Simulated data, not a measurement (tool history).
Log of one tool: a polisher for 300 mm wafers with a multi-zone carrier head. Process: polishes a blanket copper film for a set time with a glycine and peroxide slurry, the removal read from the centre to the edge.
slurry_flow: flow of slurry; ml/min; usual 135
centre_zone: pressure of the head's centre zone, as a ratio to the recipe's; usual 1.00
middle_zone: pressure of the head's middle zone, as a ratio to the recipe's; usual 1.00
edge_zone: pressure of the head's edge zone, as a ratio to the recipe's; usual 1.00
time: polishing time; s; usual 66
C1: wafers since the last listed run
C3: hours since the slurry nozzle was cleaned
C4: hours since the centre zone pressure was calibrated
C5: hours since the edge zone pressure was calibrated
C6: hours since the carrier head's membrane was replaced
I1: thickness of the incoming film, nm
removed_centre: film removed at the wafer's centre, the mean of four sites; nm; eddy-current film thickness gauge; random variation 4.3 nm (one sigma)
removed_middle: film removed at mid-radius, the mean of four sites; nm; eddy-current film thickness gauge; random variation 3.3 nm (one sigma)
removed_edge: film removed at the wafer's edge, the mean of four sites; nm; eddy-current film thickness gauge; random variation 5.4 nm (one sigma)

{"run": 1, "hour": 0.0, "slurry_flow": 135, "centre_zone": 1.0, "middle_zone": 1.08, "edge_zone": 1.0, "time": 66, "C1": 0, "wafers polished on this pad": 2143, "C3": 443.9, "C4": 0.5, "C5": 450.2, "C6": 175.4, "I1": 1539.8, "removed_centre": 413.6, "removed_middle": 446.3, "removed_edge": 420.4}
{"run": 2, "hour": 69.7, "slurry_flow": 135, "centre_zone": 1.0, "middle_zone": 1.08, "edge_zone": 1.0, "time": 66, "C1": 795, "wafers polished on this pad": 2938, "C3": 513.6, "C4": 70.2, "C5": 519.9, "C6": 245.1, "I1": 1556.3, "removed_centre": 425.5, "removed_middle": 450.5, "removed_edge": 416.4}
{"run": 3, "hour": 141.6, "slurry_flow": 135, "centre_zone": 0.92, "middle_zone": 1.04, "edge_zone": 1.11, "time": 66, "C1": 820, "wafers polished on this pad": 3759, "C3": 585.5, "C4": 142.1, "C5": 591.8, "C6": 317.0, "I1": 1570.6, "removed_centre": 379.9, "removed_middle": 434.8, "removed_edge": 442.8}
{"run": 4, "hour": 191.0, "slurry_flow": 135, "centre_zone": 1.0, "middle_zone": 1.0, "edge_zone": 0.94, "time": 66, "C1": 563, "wafers polished on this pad": 4323, "C3": 634.9, "C4": 191.5, "C5": 641.2, "C6": 366.4, "I1": 1516.3, "removed_centre": 422.4, "removed_middle": 419.9, "removed_edge": 397.7}
{"run": 5, "hour": 223.8, "slurry_flow": 155, "centre_zone": 1.09, "middle_zone": 0.97, "edge_zone": 1.07, "time": 66, "C1": 374, "wafers polished on this pad": 4698, "C3": 667.7, "C4": 224.3, "C5": 674.0, "C6": 399.2, "I1": 1541.6, "removed_centre": 480.3, "removed_middle": 423.0, "removed_edge": 441.5}
{"hour": 243.8, "done": "slurry nozzle cleaned"}
{"hour": 252.0, "done": "worn pad replaced by a new one"}
{"run": 6, "hour": 294.1, "slurry_flow": 135, "centre_zone": 1.0, "middle_zone": 1.0, "edge_zone": 1.0, "time": 66, "C1": 745, "wafers polished on this pad": 480, "C3": 50.3, "C4": 294.6, "C5": 744.3, "C6": 469.5, "I1": 1526.1, "removed_centre": 420.9, "removed_middle": 416.2, "removed_edge": 418.6}
{"run": 7, "hour": 355.0, "slurry_flow": 135, "centre_zone": 1.0, "middle_zone": 1.0, "edge_zone": 0.9, "time": 66, "C1": 695, "wafers polished on this pad": 1175, "C3": 111.2, "C4": 355.5, "C5": 805.2, "C6": 530.4, "I1": 1558.9, "removed_centre": 424.5, "removed_middle": 421.0, "removed_edge": 405.0}
{"run": 8, "hour": 400.1, "slurry_flow": 165, "centre_zone": 1.09, "middle_zone": 1.0, "edge_zone": 1.0, "time": 57, "C1": 514, "wafers polished on this pad": 1690, "C3": 156.3, "C4": 400.6, "C5": 850.3, "C6": 575.5, "I1": 1523.3, "removed_centre": 422.2, "removed_middle": 376.9, "removed_edge": 373.9}
{"run": 9, "hour": 451.9, "slurry_flow": 135, "centre_zone": 1.04, "middle_zone": 0.95, "edge_zone": 1.0, "time": 66, "C1": 591, "wafers polished on this pad": 2281, "C3": 208.1, "C4": 452.4, "C5": 902.1, "C6": 627.3, "I1": 1517.5, "removed_centre": 438.1, "removed_middle": 403.4, "removed_edge": 419.3}
{"run": 10, "hour": 508.7, "slurry_flow": 135, "centre_zone": 1.11, "middle_zone": 1.0, "edge_zone": 0.91, "time": 78, "C1": 648, "wafers polished on this pad": 2930, "C3": 264.9, "C4": 509.2, "C5": 958.9, "C6": 684.1, "I1": 1542.8, "removed_centre": 549.4, "removed_middle": 492.1, "removed_edge": 463.2}
{"run": 11, "hour": 544.3, "slurry_flow": 135, "centre_zone": 1.0, "middle_zone": 1.0, "edge_zone": 1.07, "time": 49, "C1": 406, "wafers polished on this pad": 3336, "C3": 300.5, "C4": 544.8, "C5": 994.5, "C6": 719.7, "I1": 1566.5, "removed_centre": 316.8, "removed_middle": 312.2, "removed_edge": 322.4}
{"run": 12, "hour": 608.5, "slurry_flow": 135, "centre_zone": 1.1, "middle_zone": 1.09, "edge_zone": 1.0, "time": 48, "C1": 732, "wafers polished on this pad": 4069, "C3": 364.7, "C4": 609.0, "C5": 1058.7, "C6": 783.9, "I1": 1535.3, "removed_centre": 336.1, "removed_middle": 326.0, "removed_edge": 305.0}
{"hour": 636.2, "done": "edge zone pressure recalibrated"}
{"run": 13, "hour": 652.8, "slurry_flow": 135, "centre_zone": 0.92, "middle_zone": 1.0, "edge_zone": 1.0, "time": 88, "C1": 482, "wafers polished on this pad": 4552, "C3": 409.0, "C4": 653.3, "C5": 16.6, "C6": 828.2, "I1": 1532.9, "removed_centre": 518.5, "removed_middle": 555.4, "removed_edge": 557.3}
{"run": 14, "hour": 689.7, "slurry_flow": 135, "centre_zone": 1.0, "middle_zone": 1.0, "edge_zone": 1.0, "time": 66, "C1": 421, "wafers polished on this pad": 4974, "C3": 445.9, "C4": 690.2, "C5": 53.5, "C6": 865.1, "I1": 1547.5, "removed_centre": 424.8, "removed_middle": 422.2, "removed_edge": 418.2}
{"hour": 700.9, "done": "worn pad replaced by a new one"}
{"run": 15, "hour": 724.6, "slurry_flow": 135, "centre_zone": 0.92, "middle_zone": 1.0, "edge_zone": 1.1, "time": 66, "C1": 352, "wafers polished on this pad": 270, "C3": 480.8, "C4": 725.1, "C5": 88.4, "C6": 900.0, "I1": 1545.8, "removed_centre": 386.8, "removed_middle": 416.0, "removed_edge": 438.2}
{"hour": 750.7, "done": "carrier head's membrane replaced by a new one"}
{"hour": 822.7, "done": "centre zone pressure recalibrated"}
{"run": 16, "hour": 898.7, "slurry_flow": 135, "centre_zone": 1.0, "middle_zone": 1.0, "edge_zone": 1.0, "time": 66, "C1": 1907, "wafers polished on this pad": 2177, "C3": 654.9, "C4": 76.0, "C5": 262.5, "C6": 148.0, "I1": 1552.6, "removed_centre": 424.3, "removed_middle": 416.9, "removed_edge": 417.2}
{"run": 17, "hour": 953.2, "slurry_flow": 135, "centre_zone": 1.0, "middle_zone": 1.0, "edge_zone": 1.0, "time": 66, "C1": 622, "wafers polished on this pad": 2800, "C3": 709.4, "C4": 130.5, "C5": 317.0, "C6": 202.5, "I1": 1547.1, "removed_centre": 417.7, "removed_middle": 418.4, "removed_edge": 417.4}
{"run": 18, "hour": 987.5, "slurry_flow": 135, "centre_zone": 0.91, "middle_zone": 1.0, "edge_zone": 0.89, "time": 66, "C1": 391, "wafers polished on this pad": 3191, "C3": 743.7, "C4": 164.8, "C5": 351.3, "C6": 236.8, "I1": 1547.6, "removed_centre": 393.2, "removed_middle": 418.0, "removed_edge": 405.7}
{"run": 19, "hour": 1014.1, "slurry_flow": 135, "centre_zone": 1.0, "middle_zone": 1.0, "edge_zone": 1.0, "time": 66, "C1": 303, "wafers polished on this pad": 3495, "C3": 770.3, "C4": 191.4, "C5": 377.9, "C6": 263.4, "I1": 1565.8, "removed_centre": 427.2, "removed_middle": 416.8, "removed_edge": 421.3}
{"hour": 1016.8, "done": "slurry nozzle cleaned"}
{"run": 20, "hour": 1074.5, "slurry_flow": 165, "centre_zone": 0.96, "middle_zone": 1.0, "edge_zone": 1.05, "time": 53, "C1": 678, "wafers polished on this pad": 4173, "C3": 57.7, "C4": 251.8, "C5": 438.3, "C6": 323.8, "I1": 1526.4, "removed_centre": 341.2, "removed_middle": 350.8, "removed_edge": 353.3}
{"hour": 1097.4, "done": "worn pad replaced by a new one"}
{"run": 21, "hour": 1103.0, "slurry_flow": 135, "centre_zone": 1.0, "middle_zone": 1.0, "edge_zone": 1.0, "time": 66, "C1": 279, "wafers polished on this pad": 63, "C3": 86.2, "C4": 280.3, "C5": 466.8, "C6": 352.3, "I1": 1546.9, "removed_centre": 422.9, "removed_middle": 421.9, "removed_edge": 405.4}
{"run": 22, "hour": 1158.8, "slurry_flow": 145, "centre_zone": 0.93, "middle_zone": 1.0, "edge_zone": 1.0, "time": 66, "C1": 637, "wafers polished on this pad": 700, "C3": 142.0, "C4": 336.1, "C5": 522.6, "C6": 408.1, "I1": 1527.5, "removed_centre": 400.5, "removed_middle": 423.9, "removed_edge": 421.3}

What the log doesn't show, run by run:
removal rate lost through wear of the pad, %: 0 in every run
slurry flow missing at the pad, %: 0 in every run
deviation of the centre zone's pressure from its setpoint, %: 0 in every run
deviation of the edge zone's pressure from its setpoint, %: 0 in every run

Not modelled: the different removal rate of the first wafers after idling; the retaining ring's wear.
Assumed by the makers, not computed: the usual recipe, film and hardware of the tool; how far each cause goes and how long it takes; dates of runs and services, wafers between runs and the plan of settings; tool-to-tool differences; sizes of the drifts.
